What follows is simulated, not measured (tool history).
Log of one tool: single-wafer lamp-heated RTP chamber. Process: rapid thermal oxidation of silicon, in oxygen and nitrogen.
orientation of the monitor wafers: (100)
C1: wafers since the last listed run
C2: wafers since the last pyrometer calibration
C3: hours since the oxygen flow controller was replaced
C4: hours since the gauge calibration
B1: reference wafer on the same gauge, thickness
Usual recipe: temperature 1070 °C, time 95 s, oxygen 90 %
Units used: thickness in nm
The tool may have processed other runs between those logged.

run 1 hour=0 | temperature=1059 time=95 oxygen=98 | C1=0 C2=3376 C3=2520.3 C4=349.4 | B1=10.701 | thickness=11.39
run 2 hour=13.4 | temperature=1059 time=95 oxygen=98 | C1=81 C2=3458 C3=2533.7 C4=362.8 | B1=10.688 | thickness=11.393
run 3 hour=32.9 | temperature=1059 time=95 oxygen=98 | C1=118 C2=3577 C3=2553.2 C4=382.3 | B1=10.698 | thickness=11.504
run 4 hour=67 | temperature=1070 time=131 oxygen=90 | C1=207 C2=3785 C3=2587.3 C4=416.4 | B1=10.67 | thickness=13.784
run 5 hour=96.7 | temperature=1070 time=62 oxygen=90 | C1=181 C2=3966 C3=2617 C4=446.1 | B1=10.698 | thickness=9.788
run 6 hour=125.6 | temperature=1062 time=95 oxygen=90 | C1=176 C2=4142 C3=2645.9 C4=475 | B1=10.7 | thickness=11.306
run 7 hour=150.9 | temperature=1070 time=65 oxygen=90 | C1=154 C2=4297 C3=2671.2 C4=500.3 | B1=10.716 | thickness=10.209
run 8 hour=176.2 | temperature=1070 time=95 oxygen=96 | C1=154 C2=4451 C3=2696.5 C4=525.6 | B1=10.685 | thickness=12.266
run 9 hour=191.8 | temperature=1070 time=95 oxygen=96 | C1=95 C2=4546 C3=2712.1 C4=541.2 | B1=10.693 | thickness=12.219
run 10 hour=217.8 | temperature=1070 time=95 oxygen=90 | C1=158 C2=4705 C3=2738.1 C4=567.2 | B1=10.71 | thickness=11.968
run 11 hour=250.1 | temperature=1070 time=95 oxygen=90 | C1=196 C2=4902 C3=2770.4 C4=599.5 | B1=10.71 | thickness=12.053
run 12 hour=294.1 | temperature=1070 time=95 oxygen=90 | C1=268 C2=5170 C3=2814.4 C4=643.5 | B1=10.686 | thickness=11.94
-- hour=316 oxygen flow controller replaced
run 13 hour=316.5 | temperature=1081 time=95 oxygen=83 | C1=87 C2=5258 C3=0.5 C4=665.9 | B1=10.726 | thickness=12.48
run 14 hour=345.2 | temperature=1081 time=95 oxygen=83 | C1=175 C2=5433 C3=29.2 C4=694.6 | B1=10.708 | thickness=12.51
run 15 hour=376.6 | temperature=1081 time=95 oxygen=83 | C1=191 C2=5624 C3=60.6 C4=726 | B1=10.709 | thickness=12.626
run 16 hour=402.5 | temperature=1070 time=95 oxygen=90 | C1=157 C2=5782 C3=86.5 C4=751.9 | B1=10.716 | thickness=12.244
run 17 hour=433.3 | temperature=1062 time=95 oxygen=90 | C1=187 C2=5970 C3=117.3 C4=782.7 | B1=10.695 | thickness=11.432
run 18 hour=457.2 | temperature=1070 time=95 oxygen=90 | C1=145 C2=6116 C3=141.2 C4=806.6 | B1=10.699 | thickness=12.197
run 19 hour=485.5 | temperature=1070 time=70 oxygen=90 | C1=172 C2=6288 C3=169.5 C4=834.9 | B1=10.692 | thickness=10.48
run 20 hour=510.3 | temperature=1097 time=57 oxygen=90 | C1=151 C2=6440 C3=194.3 C4=859.7 | B1=10.678 | thickness=11.411
run 21 hour=549 | temperature=1070 time=95 oxygen=90 | C1=236 C2=6676 C3=233 C4=898.4 | B1=10.688 | thickness=12.166
-- hour=583 gauge calibrated
run 22 hour=583.7 | temperature=1070 time=50 oxygen=98 | C1=211 C2=6887 C3=267.7 C4=0.7 | B1=10.703 | thickness=9.386
run 23 hour=609 | temperature=1040 time=95 oxygen=90 | C1=154 C2=7042 C3=293 C4=26 | B1=10.701 | thickness=10.023
run 24 hour=634.1 | temperature=1070 time=67 oxygen=90 | C1=153 C2=7195 C3=318.1 C4=51.1 | B1=10.729 | thickness=10.354
run 25 hour=653.1 | temperature=1047 time=125 oxygen=98 | C1=115 C2=7311 C3=337.1 C4=70.1 | B1=10.704 | thickness=12.264
-- hour=690.4 pyrometer window cleaned and pyrometer calibrated
run 26 hour=690.9 | temperature=1070 time=95 oxygen=90 | C1=181 C2=2 C3=374.9 C4=107.9 | B1=10.688 | thickness=11.725
run 27 hour=711.1 | temperature=1070 time=95 oxygen=90 | C1=123 C2=125 C3=395.1 C4=128.1 | B1=10.723 | thickness=11.704
run 28 hour=725.8 | temperature=1070 time=50 oxygen=90 | C1=89 C2=215 C3=409.8 C4=142.8 | B1=10.691 | thickness=8.743
run 29 hour=750.5 | temperature=1078 time=78 oxygen=98 | C1=150 C2=366 C3=434.5 C4=167.5 | B1=10.703 | thickness=11.617
run 30 hour=771.2 | temperature=1082 time=72 oxygen=80 | C1=126 C2=492 C3=455.2 C4=188.2 | B1=10.694 | thickness=10.613
run 31 hour=801.2 | temperature=1070 time=95 oxygen=90 | C1=182 C2=675 C3=485.2 C4=218.2 | B1=10.709 | thickness=11.747
run 32 hour=828.2 | temperature=1095 time=77 oxygen=90 | C1=164 C2=840 C3=512.2 C4=245.2 | B1=10.695 | thickness=12.628
run 33 hour=858.6 | temperature=1096 time=95 oxygen=72 | C1=185 C2=1025 C3=542.6 C4=275.6 | B1=10.691 | thickness=12.854
run 34 hour=878.4 | temperature=1082 time=95 oxygen=90 | C1=120 C2=1146 C3=562.4 C4=295.4 | B1=10.694 | thickness=12.661
run 35 hour=905.8 | temperature=1070 time=62 oxygen=90 | C1=167 C2=1313 C3=589.8 C4=322.8 | B1=10.714 | thickness=9.726
run 36 hour=918.4 | temperature=1070 time=95 oxygen=90 | C1=76 C2=1390 C3=602.4 C4=335.4 | B1=10.703 | thickness=11.817
run 37 hour=953.6 | temperature=1070 time=71 oxygen=90 | C1=214 C2=1604 C3=637.6 C4=370.6 | B1=10.709 | thickness=10.309
run 38 hour=977.4 | temperature=1070 time=71 oxygen=98 | C1=145 C2=1749 C3=661.4 C4=394.4 | B1=10.712 | thickness=10.779
run 39 hour=992.6 | temperature=1070 time=81 oxygen=66 | C1=92 C2=1842 C3=676.6 C4=409.6 | B1=10.716 | thickness=9.852

State the hidden condition of the tool at each of the runs:
deviation of the oxygen flow from its setpoint, %: 0, the same for each run
gauge reads high (%): 0, the same for each run
H1: true wafer temperature minus pyrometer reading, K
run=1 H1=3.14
run=2 H1=3.22
run=3 H1=3.33
run=4 H1=3.52
run=5 H1=3.69
run=6 H1=3.85
run=7 H1=4
run=8 H1=4.14
run=9 H1=4.23
run=10 H1=4.37
run=11 H1=4.56
run=12 H1=4.81
run=13 H1=4.93
run=14 H1=5.09
run=15 H1=5.27
run=16 H1=5.42
run=17 H1=5.59
run=18 H1=5.73
run=19 H1=5.89
run=20 H1=6.03
run=21 H1=6.25
run=22 H1=6.44
run=23 H1=6.58
run=24 H1=6.73
run=25 H1=6.83
run=26 H1=0.718
run=27 H1=0.833
run=28 H1=0.916
run=29 H1=1.06
run=30 H1=1.17
run=31 H1=1.34
run=32 H1=1.49
run=33 H1=1.67
run=34 H1=1.78
run=35 H1=1.93
run=36 H1=2
run=37 H1=2.2
run=38 H1=2.34
run=39 H1=2.42
